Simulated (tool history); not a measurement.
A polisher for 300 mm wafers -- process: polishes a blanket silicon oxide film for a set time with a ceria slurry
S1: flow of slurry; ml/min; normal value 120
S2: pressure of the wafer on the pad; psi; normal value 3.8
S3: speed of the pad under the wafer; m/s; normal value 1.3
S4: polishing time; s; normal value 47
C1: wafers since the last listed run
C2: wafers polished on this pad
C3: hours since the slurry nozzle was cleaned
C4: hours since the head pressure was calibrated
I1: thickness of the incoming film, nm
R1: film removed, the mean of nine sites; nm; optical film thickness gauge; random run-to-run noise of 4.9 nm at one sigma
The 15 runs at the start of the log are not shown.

{"run": 16, "hour": 1191.0, "S1": 120, "S2": 3.8, "S3": 1.18, "S4": 47, "C1": 346, "C2": 1947, "C3": 406.6, "C4": 203.5, "I1": 920.8, "R1": 295.4}
{"run": 17, "hour": 1267.5, "S1": 150, "S2": 3.8, "S3": 1.3, "S4": 47, "C1": 499, "C2": 2447, "C3": 483.1, "C4": 280, "I1": 934.2, "R1": 334.2}
{"run": 18, "hour": 1346.4, "S1": 150, "S2": 4.5, "S3": 1.3, "S4": 54, "C1": 515, "C2": 2962, "C3": 562, "C4": 358.9, "I1": 930, "R1": 442.3}
{"hour": 1412.7, "done": "worn pad replaced by a new one, of another model than before"}
{"hour": 1427.2, "done": "slurry nozzle cleaned"}
{"run": 19, "hour": 1427.7, "S1": 120, "S2": 3.8, "S3": 1.64, "S4": 41, "C1": 498, "C2": 91, "C3": 0.5, "C4": 440.2, "I1": 941.1, "R1": 320.1}
{"run": 20, "hour": 1466.6, "S1": 100, "S2": 3.8, "S3": 0.98, "S4": 47, "C1": 253, "C2": 345, "C3": 39.4, "C4": 479.1, "I1": 939.6, "R1": 262.9}
{"run": 21, "hour": 1553.8, "S1": 120, "S2": 3.8, "S3": 1.64, "S4": 62, "C1": 569, "C2": 914, "C3": 126.6, "C4": 566.3, "I1": 928.7, "R1": 477.8}
{"run": 22, "hour": 1616.8, "S1": 85, "S2": 4.4, "S3": 1.72, "S4": 52, "C1": 411, "C2": 1326, "C3": 189.6, "C4": 629.3, "I1": 919.7, "R1": 398.4}
{"run": 23, "hour": 1716.4, "S1": 95, "S2": 3.8, "S3": 1.3, "S4": 47, "C1": 650, "C2": 1976, "C3": 289.2, "C4": 728.9, "I1": 933.7, "R1": 295.7}
{"run": 24, "hour": 1795.0, "S1": 120, "S2": 3.8, "S3": 1.1, "S4": 47, "C1": 513, "C2": 2489, "C3": 367.8, "C4": 807.5, "I1": 917.3, "R1": 282}
{"run": 25, "hour": 1850.0, "S1": 120, "S2": 3.8, "S3": 1.3, "S4": 47, "C1": 359, "C2": 2849, "C3": 422.8, "C4": 862.5, "I1": 925.6, "R1": 305.5}
{"hour": 1856.8, "done": "head pressure recalibrated"}
{"hour": 1996.9, "done": "slurry nozzle cleaned"}
{"run": 26, "hour": 2049.8, "S1": 120, "S2": 4.8, "S3": 1.3, "S4": 47, "C1": 1285, "C2": 4134, "C3": 52.9, "C4": 193, "I1": 930.9, "R1": 371.6}
{"hour": 2077.4, "done": "worn pad replaced by a new one"}
{"run": 27, "hour": 2275.5, "S1": 90, "S2": 3.8, "S3": 1.04, "S4": 39, "C1": 1447, "C2": 1293, "C3": 278.6, "C4": 418.7, "I1": 925.8, "R1": 221.3}
{"run": 28, "hour": 2336.7, "S1": 120, "S2": 3.3, "S3": 1.12, "S4": 55, "C1": 399, "C2": 1692, "C3": 339.8, "C4": 479.9, "I1": 929.3, "R1": 313.5}

For run 29, what comes out?
{"run": 29, "hour": 2386.3, "S1": 155, "S2": 3.8, "S3": 1.3, "S4": 52, "C1": 323, "C2": 2016, "C3": 389.4, "C4": 529.5, "I1": 918, "R1": "?"}

{"run 29": {"R1": 369.8}}
Without the tool's hidden state the same run would have given R1 385.8 nm.

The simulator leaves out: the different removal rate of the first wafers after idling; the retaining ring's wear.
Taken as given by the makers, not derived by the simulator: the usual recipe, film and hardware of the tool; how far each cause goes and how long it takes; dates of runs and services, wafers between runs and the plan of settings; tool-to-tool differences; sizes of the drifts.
